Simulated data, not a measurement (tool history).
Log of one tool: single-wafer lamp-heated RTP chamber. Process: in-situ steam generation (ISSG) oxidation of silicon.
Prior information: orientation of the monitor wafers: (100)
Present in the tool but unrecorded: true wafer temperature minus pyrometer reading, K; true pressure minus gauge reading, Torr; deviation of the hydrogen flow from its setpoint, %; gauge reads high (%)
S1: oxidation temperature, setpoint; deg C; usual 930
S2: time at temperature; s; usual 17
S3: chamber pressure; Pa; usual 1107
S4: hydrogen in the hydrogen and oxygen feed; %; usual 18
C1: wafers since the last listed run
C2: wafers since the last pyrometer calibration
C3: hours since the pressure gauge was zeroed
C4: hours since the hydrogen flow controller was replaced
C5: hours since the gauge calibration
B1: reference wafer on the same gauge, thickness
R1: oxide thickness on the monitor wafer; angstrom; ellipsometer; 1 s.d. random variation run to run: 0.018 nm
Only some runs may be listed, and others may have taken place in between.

run 1 hour=0.0 | S1=930 S2=17 S3=1107 S4=18 | C1=0 C2=1802 C3=3102.5 C4=4077.2 C5=793.7 | B1=4.092 | R1=39.16
run 2 hour=95.9 | S1=930 S2=17 S3=1107 S4=25 | C1=1220 C2=3022 C3=3198.4 C4=4173.1 C5=889.6 | B1=4.096 | R1=42.18
run 3 hour=134.2 | S1=945 S2=17 S3=1107 S4=14 | C1=487 C2=3509 C3=3236.7 C4=4211.4 C5=927.9 | B1=4.088 | R1=38.93
run 4 hour=197.2 | S1=945 S2=17 S3=1107 S4=14 | C1=801 C2=4310 C3=3299.7 C4=4274.4 C5=990.9 | B1=4.095 | R1=38.81
run 5 hour=296.4 | S1=945 S2=17 S3=1107 S4=14 | C1=1262 C2=5572 C3=3398.9 C4=4373.6 C5=1090.1 | B1=4.090 | R1=39.38
run 6 hour=396.1 | S1=930 S2=14 S3=1107 S4=18 | C1=1268 C2=6841 C3=3498.6 C4=4473.3 C5=1189.8 | B1=4.091 | R1=36.68
-- hour=465.4 pyrometer window cleaned and pyrometer calibrated
run 7 hour=467.7 | S1=930 S2=14 S3=1107 S4=18 | C1=809 C2=29 C3=3570.2 C4=4544.9 C5=1261.4 | B1=4.087 | R1=35.95
run 8 hour=543.1 | S1=930 S2=17 S3=1107 S4=18 | C1=959 C2=988 C3=3645.6 C4=4620.3 C5=1336.8 | B1=4.090 | R1=38.83
run 9 hour=594.2 | S1=930 S2=17 S3=1107 S4=18 | C1=650 C2=1638 C3=3696.7 C4=4671.4 C5=1387.9 | B1=4.088 | R1=38.86
run 10 hour=686.9 | S1=930 S2=17 S3=1107 S4=18 | C1=1179 C2=2817 C3=3789.4 C4=4764.1 C5=1480.6 | B1=4.088 | R1=39.12
run 11 hour=725.9 | S1=918 S2=17 S3=1107 S4=18 | C1=496 C2=3313 C3=3828.4 C4=4803.1 C5=1519.6 | B1=4.091 | R1=37.85
run 12 hour=800.8 | S1=930 S2=17 S3=1107 S4=18 | C1=952 C2=4266 C3=3903.3 C4=4878.0 C5=1594.5 | B1=4.087 | R1=39.39
run 13 hour=859.2 | S1=930 S2=17 S3=1107 S4=18 | C1=742 C2=5009 C3=3961.7 C4=4936.4 C5=1652.9 | B1=4.095 | R1=39.76
run 14 hour=917.3 | S1=930 S2=17 S3=1107 S4=18 | C1=739 C2=5748 C3=4019.8 C4=4994.5 C5=1711.0 | B1=4.088 | R1=39.73
-- hour=923.3 gauge calibrated
run 15 hour=1014.3 | S1=930 S2=15 S3=1107 S4=18 | C1=1234 C2=6982 C3=4116.8 C4=5091.5 C5=91.0 | B1=4.088 | R1=38.11
-- hour=1052.6 pyrometer window cleaned and pyrometer calibrated
-- hour=1063.7 hydrogen flow controller replaced
run 16 hour=1075.4 | S1=930 S2=21 S3=1107 S4=18 | C1=573 C2=188 C3=4177.9 C4=11.7 C5=152.1 | B1=4.093 | R1=42.00
run 17 hour=1142.6 | S1=930 S2=17 S3=1107 S4=18 | C1=854 C2=1043 C3=4245.1 C4=78.9 C5=219.3 | B1=4.089 | R1=39.11
run 18 hour=1241.7 | S1=921 S2=14 S3=1000 S4=11 | C1=1260 C2=2303 C3=4344.2 C4=178.0 C5=318.4 | B1=4.092 | R1=31.44
-- hour=1281.4 pressure gauge zeroed
run 19 hour=1306.5 | S1=930 S2=17 S3=1107 S4=18 | C1=722 C2=3026 C3=25.1 C4=242.8 C5=383.2 | B1=4.094 | R1=39.21
run 20 hour=1370.6 | S1=925 S2=17 S3=1107 S4=13 | C1=815 C2=3841 C3=89.2 C4=306.9 C5=447.3 | B1=4.091 | R1=36.09
run 21 hour=1417.1 | S1=940 S2=19 S3=1160 S4=11 | C1=591 C2=4433 C3=135.7 C4=353.4 C5=493.8 | B1=4.088 | R1=37.82
run 22 hour=1503.9 | S1=930 S2=17 S3=1107 S4=18 | C1=1104 C2=5537 C3=222.5 C4=440.2 C5=580.6 | B1=4.093 | R1=39.60
run 23 hour=1583.7 | S1=922 S2=12 S3=1107 S4=15 | C1=1015 C2=6552 C3=302.3 C4=520.0 C5=660.4 | B1=4.087 | R1=32.44
-- hour=1615.1 pyrometer window cleaned and pyrometer calibrated
run 24 hour=1636.5 | S1=930 S2=17 S3=1107 S4=18 | C1=569 C2=272 C3=355.1 C4=572.8 C5=713.2 | B1=4.088 | R1=38.53

What does the tool deliver on the next run?
run 25 hour=1708.2 | S1=930 S2=12 S3=1107 S4=27 | C1=912 C2=1184 C3=426.8 C4=644.5 C5=784.9 | B1=? | R1=?

{"run 25": {"B1": 4.096, "R1": 37.99}}
On a tool with no hidden condition, and with the same random variation, this run would have come out at R1 37.81 angstrom.
